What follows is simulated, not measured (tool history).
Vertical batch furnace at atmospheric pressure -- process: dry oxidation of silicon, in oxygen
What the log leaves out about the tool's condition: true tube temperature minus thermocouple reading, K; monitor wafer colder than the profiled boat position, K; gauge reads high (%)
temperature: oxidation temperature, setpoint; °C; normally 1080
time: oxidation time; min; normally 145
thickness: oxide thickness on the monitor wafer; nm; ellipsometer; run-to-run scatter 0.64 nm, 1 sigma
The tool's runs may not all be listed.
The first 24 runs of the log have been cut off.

run,hour,temperature,time,wafers since the last listed run,hours since the last temperature calibration,hours since the boat lift was adjusted,hours since the gauge calibration,"read-back reference wafer on the same gauge, thickness",thickness
25,1094.8,1088,193.5,1586,402.5,352.6,1183.4,220.11,244.1
# hour 1095: gauge calibrated
26,1127.8,1066,145,374,435.5,385.6,32.8,219.63,176.22
27,1163.2,1100,145,401,470.9,421,68.2,219.96,221.04
28,1219.5,1092,120.5,638,527.2,477.3,124.5,220,188.38
29,1352.3,1080,145,1506,660,610.1,257.3,220.09,194.48
30,1379.1,1069,217.5,303,686.8,636.9,284.1,219.9,231.18
31,1430.1,1069,124.5,578,737.8,687.9,335.1,219.82,164.35
32,1472.2,1080,145,477,779.9,730,377.2,220.16,194.96
33,1532.8,1080,145,687,840.5,790.6,437.8,220,194.55
34,1569.7,1087,145,418,877.4,827.5,474.7,220.1,204.49
35,1605.8,1060,106.5,409,913.5,863.6,510.8,220.22,140.17
36,1671,1080,122,739,978.7,928.8,576,220.11,175.16
37,1713,1080,145,476,1020.7,970.8,618,220.13,194.89
38,1737,1092,172.5,272,1044.7,994.8,642,219.9,233.45
39,1796.6,1080,174,675,1104.3,1054.4,701.6,219.92,218.26
40,1820.7,1080,145,273,1128.4,1078.5,725.7,219.98,195.61

3 ways to go on from here, each from the tool as it stands after run 40. What would each give?
A,1826.7,1080,73,68,1134.4,1084.5,731.7,?,?
B,1826.7,1086,79.5,68,1134.4,1084.5,731.7,?,?
C,1826.7,1093,165,68,1134.4,1084.5,731.7,?,?

run,"read-back reference wafer on the same gauge, thickness",thickness
A,220.24,129.51
B,220.24,142.12
C,220.24,230.48
Had the tool no hidden state, the same runs would have come out as:
run,thickness
A,128.18
B,140.68
C,228.38
